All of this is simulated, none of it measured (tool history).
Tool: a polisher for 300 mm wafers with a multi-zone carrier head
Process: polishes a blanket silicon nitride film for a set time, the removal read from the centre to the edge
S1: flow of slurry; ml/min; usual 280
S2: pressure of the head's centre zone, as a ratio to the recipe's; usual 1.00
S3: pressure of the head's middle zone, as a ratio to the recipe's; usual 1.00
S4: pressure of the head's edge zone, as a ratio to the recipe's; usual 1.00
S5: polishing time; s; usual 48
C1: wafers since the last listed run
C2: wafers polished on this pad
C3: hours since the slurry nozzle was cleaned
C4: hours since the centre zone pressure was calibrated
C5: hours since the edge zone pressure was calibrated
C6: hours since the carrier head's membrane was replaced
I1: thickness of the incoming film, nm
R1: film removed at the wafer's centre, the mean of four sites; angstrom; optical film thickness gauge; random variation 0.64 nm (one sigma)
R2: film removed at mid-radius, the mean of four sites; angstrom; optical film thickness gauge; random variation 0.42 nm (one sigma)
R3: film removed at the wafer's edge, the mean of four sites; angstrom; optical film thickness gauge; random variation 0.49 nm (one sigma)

run	hour	S1	S2	S3	S4	S5	C1	C2	C3	C4	C5	C6	I1	R1	R2	R3
1	0.0	280	1.00	1.00	1.00	36	0	1300	351.7	587.5	156.2	423.1	764.5	468	462	474
# hour 21.2: slurry nozzle cleaned
# hour 24.0: carrier head's membrane replaced by a new one
2	45.9	280	1.00	1.00	1.00	36	513	1813	24.7	633.4	202.1	21.9	755.4	492	472	484
3	87.6	280	1.00	0.97	1.00	48	507	2321	66.4	675.1	243.8	63.6	759.8	635	602	640
# hour 174.4: worn pad replaced by a new one
4	189.8	280	1.00	0.97	1.00	48	1195	187	168.6	777.3	346.0	165.8	767.4	649	609	642
# hour 214.5: edge zone pressure recalibrated
5	275.8	280	1.00	0.97	1.00	48	1022	1209	254.6	863.3	61.3	251.8	770.8	640	597	632
# hour 332.1: slurry nozzle cleaned
6	369.2	280	1.00	1.00	1.00	48	1124	2334	37.1	956.7	154.7	345.2	760.1	646	622	641
# hour 416.2: worn pad replaced by a new one
7	416.7	280	1.00	1.00	1.00	48	529	5	84.6	1004.2	202.2	392.7	764.0	650	626	641
# hour 466.2: carrier head's membrane replaced by a new one
8	504.2	280	1.00	1.00	1.00	39	1004	1010	172.1	1091.7	289.7	38.0	757.8	518	499	514
# hour 529.7: edge zone pressure recalibrated
9	545.7	280	1.00	1.00	1.00	39	480	1490	213.6	1133.2	16.0	79.5	763.1	513	495	503
10	603.8	280	1.00	1.00	1.00	34	707	2197	271.7	1191.3	74.1	137.6	746.0	437	420	443
# hour 632.0: slurry nozzle cleaned
11	697.3	365	1.00	1.00	1.00	48	1125	3323	65.3	1284.8	167.6	231.1	757.1	636	623	631
# hour 726.4: worn pad replaced by a new one
12	736.4	280	1.00	1.00	1.00	34	427	121	104.4	1323.9	206.7	270.2	767.0	469	447	458
# hour 761.7: centre zone pressure recalibrated
13	774.1	280	1.07	1.00	1.00	48	434	556	142.1	12.4	244.4	307.9	762.4	677	622	633
14	843.4	370	1.00	1.00	1.00	48	843	1399	211.4	81.7	313.7	377.2	752.1	646	624	634
15	908.5	280	1.00	1.00	1.00	48	792	2192	276.5	146.8	378.8	442.3	760.4	621	604	621
# hour 945.1: edge zone pressure recalibrated
# hour 959.1: carrier head's membrane replaced by a new one
# hour 993.0: worn pad replaced by a new one
16	1009.4	280	0.89	1.00	1.00	48	1094	199	377.4	247.7	64.3	50.3	760.8	568	616	634
# hour 1021.4: slurry nozzle cleaned
17	1075.4	280	1.00	1.00	1.00	48	791	990	54.0	313.7	130.3	116.3	759.6	649	625	647
# hour 1280.3: edge zone pressure recalibrated
# hour 1293.2: worn pad replaced by a new one
# hour 1318.9: slurry nozzle cleaned
18	1324.0	305	1.00	1.12	1.00	48	2940	362	5.1	562.3	43.7	364.9	762.0	659	697	656
19	1392.8	280	1.00	1.00	1.00	48	837	1200	73.9	631.1	112.5	433.7	764.1	637	621	632

Forecast each of these 5 alternatives for the next run:
A	1393.2	280	1.00	0.93	1.00	48	4	1204	74.3	631.5	112.9	434.1	753.1	?	?	?
B	1393.2	280	0.90	1.00	1.00	48	4	1204	74.3	631.5	112.9	434.1	753.1	?	?	?
C	1393.2	370	1.00	1.09	1.09	41	4	1204	74.3	631.5	112.9	434.1	753.1	?	?	?
D	1393.2	245	1.00	1.00	1.00	48	4	1204	74.3	631.5	112.9	434.1	753.1	?	?	?
E	1393.2	280	1.04	1.00	1.11	58	4	1204	74.3	631.5	112.9	434.1	753.1	?	?	?

run	R1	R2	R3
A	639	591	639
B	575	621	638
C	562	576	579
D	630	612	632
E	804	749	812
Without the tool's hidden state the same runs would have given:
run	R1	R2	R3
A	667	616	662
B	600	646	662
C	584	597	599
D	659	638	656
E	839	780	842
